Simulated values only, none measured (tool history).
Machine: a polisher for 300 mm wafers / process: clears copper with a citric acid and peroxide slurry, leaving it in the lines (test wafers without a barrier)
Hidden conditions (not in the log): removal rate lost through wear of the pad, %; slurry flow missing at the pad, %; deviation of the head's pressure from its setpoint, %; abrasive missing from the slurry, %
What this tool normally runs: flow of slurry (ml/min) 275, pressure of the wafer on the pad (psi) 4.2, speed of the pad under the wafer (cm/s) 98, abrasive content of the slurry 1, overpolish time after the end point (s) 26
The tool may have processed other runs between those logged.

run,hour,flow of slurry (ml/min),pressure of the wafer on the pad (psi),speed of the pad under the wafer (cm/s),abrasive content of the slurry,overpolish time after the end point (s),wafers since the last listed run,wafers polished on this pad,hours since the slurry nozzle was cleaned,hours since the head pressure was calibrated,hours since the slurry blender was calibrated,"incoming thickness of the incoming film, nm",time until the end point was called (s),dishing of a wide line in a test structure (nm)
1,0,275,4.2,98,1,26,0,1349,217.9,1046.4,637.9,458.4,179.4,50.5
# hour 39.2: slurry blender recalibrated
2,61.7,275,4.2,98,1,26,251,1600,279.6,1108.1,22.5,454.7,178.3,49.3
3,160.7,275,4.2,120,1,17,416,2017,378.6,1207.1,121.5,459.3,148.6,40.8
# hour 190.4: head pressure recalibrated
4,206.7,275,4.2,98,1,26,185,2202,424.6,16.3,167.5,464,174.7,51.5
5,251.1,275,4.2,98,1,21,186,2388,469,60.7,211.9,465.4,171.8,44
# hour 294.1: worn pad replaced by a new one
6,294.6,275,4.2,98,1,21,166,2,512.5,104.2,255.4,459.5,168.7,43.5
7,365.8,275,4.2,98,1,26,299,301,583.7,175.4,326.6,465.3,173.9,52.6
8,433.2,275,4.2,78,1,26,283,584,651.1,242.8,394,465.9,219.1,43.2
9,492.5,180,5.5,98,1,26,249,834,710.4,302.1,453.3,459.7,140.4,61.2
# hour 506.1: slurry nozzle cleaned
10,575.7,220,4.8,98,1.1,26,345,1179,69.6,385.3,536.5,468.4,156.4,57.7
11,671.8,190,4.2,98,1,26,404,1583,165.7,481.4,632.6,458.3,172.4,50.2
# hour 695.6: slurry blender recalibrated
12,775.2,315,2.8,108,1,30,426,2010,269.1,584.8,79.6,463.1,224,45.2
13,838.6,205,3.2,126,1,32,266,2276,332.5,648.2,143,464.7,178.3,56.8
14,907.6,275,4.2,98,1,26,290,2566,401.5,717.2,212,467.9,185.7,50.9
# hour 952.3: worn pad replaced by a new one
15,974.1,275,4.2,98,1,26,262,91,468,783.7,278.5,462.4,181.2,50.3
16,1021.8,275,4.2,72,1,26,200,292,515.7,831.4,326.2,457.8,236,38.7
17,1125.8,275,4.2,98,1,26,437,729,619.7,935.4,430.2,464,182.8,49.3
# hour 1395.3: slurry nozzle cleaned
18,1406.3,275,4.2,118,1,26,1175,1904,11,1215.9,710.7,466.8,164.6,54.8
# hour 1410.4: slurry blender recalibrated
# hour 1419.3: head pressure recalibrated
19,1465.7,275,3.6,114,1,26,232,2137,70.4,46.4,55.3,464,169.6,51.3
20,1529.6,275,4.2,98,1,12,268,2406,134.3,110.3,119.2,456.3,165.5,27
21,1680.8,275,4.2,98,1,26,635,3042,285.5,261.5,270.4,459.4,170.1,52.4
# hour 1688.3: worn pad replaced by a new one
22,1779.1,275,5.5,66,1,20,396,381,383.8,359.8,368.7,454.2,196.3,38.5
23,1842.6,275,4.2,98,1,26,266,648,447.3,423.3,432.2,454.4,170.4,52.4
24,1937,275,4.2,98,0.8,26,396,1045,541.7,517.7,526.6,465.7,181.8,50.8
25,2027.2,200,4.2,98,1,21,379,1424,631.9,607.9,616.8,463.2,182.1,42.8
26,2131.4,275,4.2,98,1,26,438,1862,736.1,712.1,721,463.9,173.7,51.4
# hour 2196: slurry nozzle cleaned
# hour 2217.1: slurry blender recalibrated
27,2218.7,275,3.4,130,1,26,354,2217,22.7,799.4,1.6,461.4,158.4,53.3
28,2287.3,275,4.2,98,1,26,288,2505,91.3,868,70.2,457.9,176.8,50.1

Take each entry between the runs: how does the hidden state at the last listed run before it differ from the hidden state at the first listed run after it?
From run 1 to run 2: slurry blender recalibrated (hour 39.2)
  deviation of the head's pressure from its setpoint, %: -6.02 -> -6.82
  what was measured, less what the result would be without the hidden state, time until the end point was called (s): +9.7 -> +10.9; dishing of a wide line in a test structure (nm): -2.5 -> -2.7
From run 3 to run 4: head pressure recalibrated (hour 190.4)
  deviation of the head's pressure from its setpoint, %: -8.21 -> -1.74
  what was measured, less what the result would be without the hidden state, time until the end point was called (s): +11 -> +2.8; dishing of a wide line in a test structure (nm): -2.9 -> -0.7
From run 5 to run 6: worn pad replaced by a new one (hour 294.1)
  deviation of the head's pressure from its setpoint, %: -1.77 -> -1.81
  what was measured, less what the result would be without the hidden state, time until the end point was called (s): +2.8 -> +2.7; dishing of a wide line in a test structure (nm): -0.6 -> -0.7
From run 9 to run 10: slurry nozzle cleaned (hour 506.1)
  deviation of the head's pressure from its setpoint, %: -2.3 -> -2.64
  what was measured, less what the result would be without the hidden state, time until the end point was called (s): +2.9 -> +3.7; dishing of a wide line in a test structure (nm): -1 -> -1.2
From run 11 to run 12: slurry blender recalibrated (hour 695.6)
  deviation of the head's pressure from its setpoint, %: -3.15 -> -3.81
  what was measured, less what the result would be without the hidden state, time until the end point was called (s): +4.8 -> +7.6; dishing of a wide line in a test structure (nm): -1.2 -> -1.4
From run 14 to run 15: worn pad replaced by a new one (hour 952.3)
  deviation of the head's pressure from its setpoint, %: -4.86 -> -5.46
  what was measured, less what the result would be without the hidden state, time until the end point was called (s): +8.1 -> +8.9; dishing of a wide line in a test structure (nm): -2 -> -2.2
From run 17 to run 18: slurry nozzle cleaned (hour 1395.3)
  deviation of the head's pressure from its setpoint, %: -7.04 -> -10.7
  what was measured, less what the result would be without the hidden state, time until the end point was called (s): +11.6 -> +15.9; dishing of a wide line in a test structure (nm): -2.8 -> -4.8
From run 18 to run 19: slurry blender recalibrated (hour 1410.4); head pressure recalibrated (hour 1419.3)
  deviation of the head's pressure from its setpoint, %: -10.7 -> -1.08
  what was measured, less what the result would be without the hidden state, time until the end point was called (s): +15.9 -> +1.6; dishing of a wide line in a test structure (nm): -4.8 -> -0.4
From run 21 to run 22: worn pad replaced by a new one (hour 1688.3)
  deviation of the head's pressure from its setpoint, %: -1.48 -> -1.85
  what was measured, less what the result would be without the hidden state, time until the end point was called (s): +2.3 -> +3.2; dishing of a wide line in a test structure (nm): -0.6 -> -0.6
From run 26 to run 27: slurry nozzle cleaned (hour 2196); slurry blender recalibrated (hour 2217.1)
  deviation of the head's pressure from its setpoint, %: -4.13 -> -4.93
  what was measured, less what the result would be without the hidden state, time until the end point was called (s): +6.4 -> +7; dishing of a wide line in a test structure (nm): -1.7 -> -2
